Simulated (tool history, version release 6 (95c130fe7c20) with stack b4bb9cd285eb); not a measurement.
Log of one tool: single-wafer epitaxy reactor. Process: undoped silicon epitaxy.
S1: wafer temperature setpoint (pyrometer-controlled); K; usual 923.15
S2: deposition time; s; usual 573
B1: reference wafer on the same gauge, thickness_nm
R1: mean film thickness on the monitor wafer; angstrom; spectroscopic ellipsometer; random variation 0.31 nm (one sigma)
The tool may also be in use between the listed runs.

run 1 hour=0 | S1=932.15 S2=573 | B1=86.988 | R1=1138.81
run 2 hour=18.4 | S1=932.15 S2=573 | B1=86.932 | R1=1123.57
run 3 hour=38.8 | S1=923.15 S2=573 | B1=87.025 | R1=907.63
run 4 hour=92 | S1=923.15 S2=573 | B1=86.973 | R1=901.95
run 5 hour=112.4 | S1=923.15 S2=573 | B1=86.875 | R1=906.5
run 6 hour=132.1 | S1=929.15 S2=573 | B1=86.918 | R1=1043.38
run 7 hour=166.1 | S1=923.15 S2=573 | B1=86.753 | R1=901.27
run 8 hour=192.3 | S1=923.15 S2=573 | B1=86.809 | R1=902.84
run 9 hour=293 | S1=923.15 S2=501 | B1=86.726 | R1=791.62
run 10 hour=365.1 | S1=923.15 S2=573 | B1=86.617 | R1=904.08
run 11 hour=390 | S1=923.15 S2=573 | B1=86.712 | R1=901.42
run 12 hour=418 | S1=923.15 S2=573 | B1=86.784 | R1=903.49
run 13 hour=438.7 | S1=923.15 S2=573 | B1=86.6 | R1=901.16
run 14 hour=463.1 | S1=923.15 S2=573 | B1=86.758 | R1=904.39
-- hour=464.5 gauge calibrated
run 15 hour=543.6 | S1=923.15 S2=573 | B1=88.048 | R1=916.35
run 16 hour=642.8 | S1=923.15 S2=573 | B1=87.727 | R1=915.51
run 17 hour=661.2 | S1=923.15 S2=573 | B1=87.566 | R1=907.56
-- hour=679.6 pyrometer calibrated
run 18 hour=680.8 | S1=923.15 S2=573 | B1=87.572 | R1=914.6
run 19 hour=709.3 | S1=923.15 S2=573 | B1=87.485 | R1=912.4
run 20 hour=739.4 | S1=923.15 S2=573 | B1=87.477 | R1=912.88
run 21 hour=764.9 | S1=923.15 S2=654 | B1=87.422 | R1=1037.3
run 22 hour=797.6 | S1=918.15 S2=622 | B1=87.186 | R1=874.74
run 23 hour=828.5 | S1=919.15 S2=492 | B1=87.059 | R1=706.66
run 24 hour=852.4 | S1=923.15 S2=621 | B1=87.273 | R1=981.47
run 25 hour=885.8 | S1=911.15 S2=535 | B1=87.221 | R1=626.25
run 26 hour=903.9 | S1=913.15 S2=508 | B1=87.035 | R1=628.95
run 27 hour=928.9 | S1=923.15 S2=468 | B1=87.181 | R1=737.34
run 28 hour=941.9 | S1=909.15 S2=573 | B1=87.173 | R1=635.87
run 29 hour=988.2 | S1=923.15 S2=573 | B1=86.986 | R1=908.35
run 30 hour=1011.5 | S1=923.15 S2=573 | B1=86.996 | R1=905.62
run 31 hour=1028.6 | S1=923.15 S2=515 | B1=86.94 | R1=812.11
run 32 hour=1041.8 | S1=915.15 S2=499 | B1=86.961 | R1=646.14
run 33 hour=1075 | S1=923.15 S2=471 | B1=86.914 | R1=746.09
run 34 hour=1109.9 | S1=918.15 S2=670 | B1=86.958 | R1=931.8
run 35 hour=1135.9 | S1=934.15 S2=634 | B1=86.773 | R1=1319.61
run 36 hour=1161.4 | S1=923.15 S2=573 | B1=86.797 | R1=909.2
run 37 hour=1175.2 | S1=928.15 S2=677 | B1=86.941 | R1=1210.36
run 38 hour=1204.9 | S1=935.15 S2=662 | B1=86.835 | R1=1398.74
run 39 hour=1226.6 | S1=938.15 S2=643 | B1=86.903 | R1=1468.39
run 40 hour=1246.9 | S1=923.15 S2=524 | B1=86.939 | R1=829.83
run 41 hour=1308.9 | S1=932.15 S2=676 | B1=86.851 | R1=1337.38
run 42 hour=1334.9 | S1=923.15 S2=573 | B1=86.722 | R1=901.02
run 43 hour=1351.2 | S1=928.15 S2=622 | B1=86.79 | R1=1108.24

Forecast each of these 5 alternatives for the next run:
run A hour=1351.8 | S1=911.15 S2=573 | B1=? | R1=?
run B hour=1351.8 | S1=932.15 S2=633 | B1=? | R1=?
run C hour=1351.8 | S1=909.15 S2=492 | B1=? | R1=?
run D hour=1351.8 | S1=912.15 S2=632 | B1=? | R1=?
run E hour=1351.8 | S1=930.15 S2=519 | B1=? | R1=?

run=A B1=86.904 R1=667.35
run=B B1=86.904 R1=1244.55
run=C B1=86.904 R1=544.35
run=D B1=86.904 R1=755.12
run=E B1=86.904 R1=971.9
Without the tool's hidden state the same runs would have given:
run=A R1=678.84
run=B R1=1265.97
run=C R1=553.72
run=D R1=768.12
run=E R1=988.63
